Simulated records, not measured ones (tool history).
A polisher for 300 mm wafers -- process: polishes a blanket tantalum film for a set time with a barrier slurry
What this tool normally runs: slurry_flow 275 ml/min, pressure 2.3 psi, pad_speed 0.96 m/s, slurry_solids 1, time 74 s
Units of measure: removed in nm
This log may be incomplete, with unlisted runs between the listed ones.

| run | day | slurry_flow | pressure | pad_speed | slurry_solids | time | incoming thickness of the incoming film, nm | removed |
|---|---|---|---|---|---|---|---|---|
| 1 | 0 | 275 | 2.6 | 0.96 | 1 | 74 | 442.7 | 141.6 |
| 2 | 0.708 | 275 | 2.6 | 0.96 | 1 | 74 | 448.6 | 127.1 |
| 3 | 1.283 | 275 | 2.6 | 0.96 | 1 | 74 | 440.1 | 125 |
| 4 | 1.708 | 225 | 2.3 | 0.96 | 1 | 74 | 444.7 | 108.1 |
| 5 | 2.092 | 225 | 2.3 | 0.96 | 1 | 74 | 435 | 105.5 |
| 6 | 2.496 | 225 | 2.3 | 0.96 | 1 | 74 | 441.5 | 104.8 |
| 7 | 2.858 | 275 | 2.3 | 0.74 | 1 | 74 | 441.5 | 90.5 |
| 8 | 3.208 | 275 | 2.3 | 0.96 | 1 | 74 | 446.7 | 121.2 |
| 9 | 3.817 | 275 | 2.3 | 0.96 | 1.25 | 74 | 437.8 | 125.1 |
| 10 | 4.108 | 205 | 1.6 | 1.2 | 1 | 67 | 435.4 | 90.5 |
| 11 | 4.683 | 275 | 2.3 | 0.8 | 1 | 56 | 446.5 | 77.8 |
| 12 | 5.3 | 275 | 2.3 | 0.96 | 1 | 98 | 431.3 | 161.3 |
| 13 | 5.6 | 275 | 2.3 | 0.96 | 1 | 74 | 444.6 | 118.7 |
| 14 | 6.212 | 275 | 2.3 | 1.24 | 1 | 74 | 438 | 153.2 |
| 15 | 6.554 | 275 | 3 | 0.82 | 1 | 74 | 433 | 131.8 |
| 16 | 7.088 | 190 | 2.3 | 0.96 | 1 | 84 | 437.5 | 137.8 |
| 17 | 7.25 | 220 | 2.3 | 0.66 | 1 | 89 | 439.5 | 100.7 |
| 18 | 7.892 | 365 | 2 | 0.96 | 1 | 92 | 435.2 | 137.3 |
| 19 | 8.483 | 275 | 1.6 | 0.96 | 1 | 74 | 436.5 | 86.6 |
| 20 | 9.162 | 275 | 2.3 | 0.96 | 1 | 74 | 444.2 | 125 |
| 21 | 9.683 | 275 | 2.3 | 0.82 | 1 | 67 | 444.8 | 94.2 |
| 22 | 10.321 | 275 | 2.5 | 0.96 | 1 | 74 | 442.3 | 130.9 |
| 23 | 10.6 | 340 | 2.3 | 0.74 | 1.15 | 83 | 437.4 | 109.2 |
| 24 | 10.979 | 275 | 2.3 | 1.16 | 0.7 | 74 | 437.7 | 130.9 |
| 25 | 11.517 | 275 | 2.8 | 0.8 | 1.3 | 85 | 440.4 | 145.3 |
| 26 | 11.95 | 205 | 1.6 | 1.2 | 1 | 67 | 446.2 | 87.2 |
| 27 | 12.412 | 275 | 2.3 | 0.96 | 0.9 | 74 | 438.4 | 112 |
| 28 | 13.075 | 225 | 2.3 | 0.96 | 0.85 | 74 | 439.9 | 125.4 |
| 29 | 13.558 | 275 | 2.9 | 0.96 | 0.9 | 74 | 436.6 | 162.7 |
| 30 | 14.071 | 335 | 2.3 | 0.96 | 1 | 60 | 442.4 | 112.1 |
| 31 | 14.467 | 360 | 2.3 | 0.96 | 1 | 74 | 442.1 | 133.3 |

Withheld: 5 entries from between the runs. Position of each, and hidden state at the listed run before versus the listed run after:
After run 1, before run 2: head pressure recalibrated (day 0.212)
  removal rate lost through wear of the pad, %: 3.73 -> 5.42; deviation of the head's pressure from its setpoint, %: 12.4 -> 2.1
  measured value less the no-hidden-state value, removed: +10.8 -> -4.5 nm
After run 6, before run 7: worn pad replaced by a new one (day 2.775)
  removal rate lost through wear of the pad, %: 11.7 -> 0.878; deviation of the head's pressure from its setpoint, %: 3.6 -> 3.9
  measured value less the no-hidden-state value, removed: -9.8 -> +2.6 nm
After run 15, before run 16: worn pad replaced by a new one (day 7.067)
  removal rate lost through wear of the pad, %: 7.45 -> 1.51; deviation of the head's pressure from its setpoint, %: 7 -> 7.44
  measured value less the no-hidden-state value, removed: -1.3 -> +7.6 nm
After run 18, before run 19: slurry blender recalibrated (day 8.092)
  removal rate lost through wear of the pad, %: 1.82 -> 2.43; deviation of the head's pressure from its setpoint, %: 8.12 -> 8.61
  measured value less the no-hidden-state value, removed: +8 -> +4.9 nm
After run 27, before run 28: worn pad replaced by a new one (day 12.7)
  removal rate lost through wear of the pad, %: 14.7 -> 0.376; deviation of the head's pressure from its setpoint, %: 11.9 -> 12.5
  measured value less the no-hidden-state value, removed: -5.3 -> +13.5 nm
